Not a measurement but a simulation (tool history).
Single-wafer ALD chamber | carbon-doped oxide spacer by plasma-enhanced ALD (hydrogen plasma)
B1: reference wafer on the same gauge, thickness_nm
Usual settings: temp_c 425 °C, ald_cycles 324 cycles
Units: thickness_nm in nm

Run 1, hour 0.0: usual settings; B1 16.480. Result: thickness_nm 15.737 nm.
Run 2, hour 11.4: usual settings; B1 16.497. Result: thickness_nm 15.764 nm.
Run 3, hour 19.2: usual settings; B1 16.499. Result: thickness_nm 15.777 nm.
Run 4, hour 71.2: usual settings; B1 16.502. Result: thickness_nm 15.741 nm.
Run 5, hour 82.8: usual settings; B1 16.510. Result: thickness_nm 15.818 nm.
Run 6, hour 97.9: usual settings; B1 16.494. Result: thickness_nm 15.793 nm.
Run 7, hour 109.4: usual settings but temp_c 421 °C, ald_cycles 348 cycles; B1 16.507. Result: thickness_nm 17.101 nm.
Run 8, hour 122.6: usual settings but temp_c 421 °C, ald_cycles 348 cycles; B1 16.501. Result: thickness_nm 17.113 nm.
Run 9, hour 140.6: usual settings but temp_c 421 °C, ald_cycles 348 cycles; B1 16.503. Result: thickness_nm 17.200 nm.
Run 10, hour 146.8: usual settings; B1 16.509. Result: thickness_nm 15.751 nm.
Run 11, hour 166.3: usual settings but ald_cycles 359 cycles; B1 16.489. Result: thickness_nm 17.489 nm.
Run 12, hour 176.6: usual settings but ald_cycles 359 cycles; B1 16.497. Result: thickness_nm 17.438 nm.
Run 13, hour 189.8: usual settings but ald_cycles 359 cycles; B1 16.505. Result: thickness_nm 17.440 nm.
Run 14, hour 203.4: usual settings but ald_cycles 349 cycles; B1 16.492. Result: thickness_nm 17.005 nm.
Run 15, hour 216.6: usual settings but ald_cycles 349 cycles; B1 16.502. Result: thickness_nm 16.958 nm.
Run 16, hour 230.7: usual settings but ald_cycles 349 cycles; B1 16.484. Result: thickness_nm 16.979 nm.
At hour 239.0: gauge calibrated.
Run 17, hour 244.9: usual settings but ald_cycles 369 cycles; B1 16.487. Result: thickness_nm 17.976 nm.
Run 18, hour 256.3: usual settings but ald_cycles 369 cycles; B1 16.491. Result: thickness_nm 17.970 nm.
Run 19, hour 270.3: usual settings but ald_cycles 369 cycles; B1 16.486. Result: thickness_nm 17.996 nm.
Run 20, hour 284.0: usual settings but ald_cycles 340 cycles; B1 16.496. Result: thickness_nm 16.533 nm.
At hour 292.3: thermocouple changed; heater temperature recalibrated.
Run 21, hour 299.2: usual settings but ald_cycles 340 cycles; B1 16.496. Result: thickness_nm 16.613 nm.
Run 22, hour 313.3: usual settings but ald_cycles 291 cycles; B1 16.503. Result: thickness_nm 14.186 nm.
Run 23, hour 319.9: usual settings; B1 16.503. Result: thickness_nm 15.813 nm.
Run 24, hour 327.3: usual settings but temp_c 431 °C; B1 16.498. Result: thickness_nm 15.455 nm.
Run 25, hour 334.6: usual settings but temp_c 436 °C, ald_cycles 307 cycles; B1 16.488. Result: thickness_nm 14.517 nm.
Run 26, hour 346.8: usual settings but temp_c 418 °C, ald_cycles 283 cycles; B1 16.499. Result: thickness_nm 14.000 nm.
Run 27, hour 361.0: usual settings but temp_c 440 °C, ald_cycles 265 cycles; B1 16.502. Result: thickness_nm 12.398 nm.
Run 28, hour 367.2: usual settings but temp_c 432 °C, ald_cycles 292 cycles; B1 16.504. Result: thickness_nm 13.943 nm.
Run 29, hour 373.4: usual settings but temp_c 421 °C, ald_cycles 267 cycles; B1 16.492. Result: thickness_nm 13.169 nm.
Run 30, hour 388.6: usual settings but temp_c 438 °C, ald_cycles 305 cycles; B1 16.508. Result: thickness_nm 14.333 nm.
Run 31, hour 399.0: usual settings; B1 16.497. Result: thickness_nm 15.732 nm.
Run 32, hour 406.0: usual settings; B1 16.496. Result: thickness_nm 15.748 nm.
Run 33, hour 423.3: usual settings but temp_c 414 °C; B1 16.492. Result: thickness_nm 16.325 nm.
Run 34, hour 437.6: usual settings but temp_c 421 °C, ald_cycles 381 cycles; B1 16.491. Result: thickness_nm 18.789 nm.
Run 35, hour 448.3: usual settings but temp_c 412 °C, ald_cycles 275 cycles; B1 16.495. Result: thickness_nm 13.858 nm.
Run 36, hour 456.1: usual settings; B1 16.500. Result: thickness_nm 15.742 nm.
Run 37, hour 470.8: usual settings but temp_c 433 °C, ald_cycles 273 cycles; B1 16.496. Result: thickness_nm 13.017 nm.
Run 38, hour 481.5: usual settings; B1 16.501. Result: thickness_nm 15.811 nm.
Run 39, hour 492.3: usual settings; B1 16.503. Result: thickness_nm 15.800 nm.
Run 40, hour 504.2: usual settings; B1 16.507. Result: thickness_nm 15.790 nm.
Run 41, hour 518.1: usual settings; B1 16.478. Result: thickness_nm 15.709 nm.
Run 42, hour 530.3: usual settings; B1 16.507. Result: thickness_nm 15.743 nm.
Run 43, hour 543.3: usual settings but temp_c 419 °C; B1 16.502. Result: thickness_nm 16.057 nm.
Run 44, hour 550.5: usual settings; B1 16.502. Result: thickness_nm 15.797 nm.
Run 45, hour 592.4: usual settings but ald_cycles 349 cycles; B1 16.492. Result: thickness_nm 16.926 nm.
Run 46, hour 604.7: usual settings but temp_c 416 °C, ald_cycles 375 cycles; B1 16.480. Result: thickness_nm 18.672 nm.

Forecast each of these 5 alternatives for the next run:
Run A, hour 605.6: usual settings; B1 ?. Result: thickness_nm ?.
Run B, hour 605.6: usual settings but temp_c 418 °C; B1 ?. Result: thickness_nm ?.
Run C, hour 605.6: usual settings but temp_c 415 °C, ald_cycles 263 cycles; B1 ?. Result: thickness_nm ?.
Run D, hour 605.6: usual settings but ald_cycles 373 cycles; B1 ?. Result: thickness_nm ?.
Run E, hour 605.6: usual settings but ald_cycles 379 cycles; B1 ?. Result: thickness_nm ?.

run      B1  thickness_nm
  A  16.509        15.836
  B  16.509        16.153
  C  16.509        13.222
  D  16.509        18.231
  E  16.509        18.524
Without the tool's hidden state the same runs would have given:
run  thickness_nm
  A        15.836
  B        16.153
  C        13.222
  D        18.231
  E        18.524
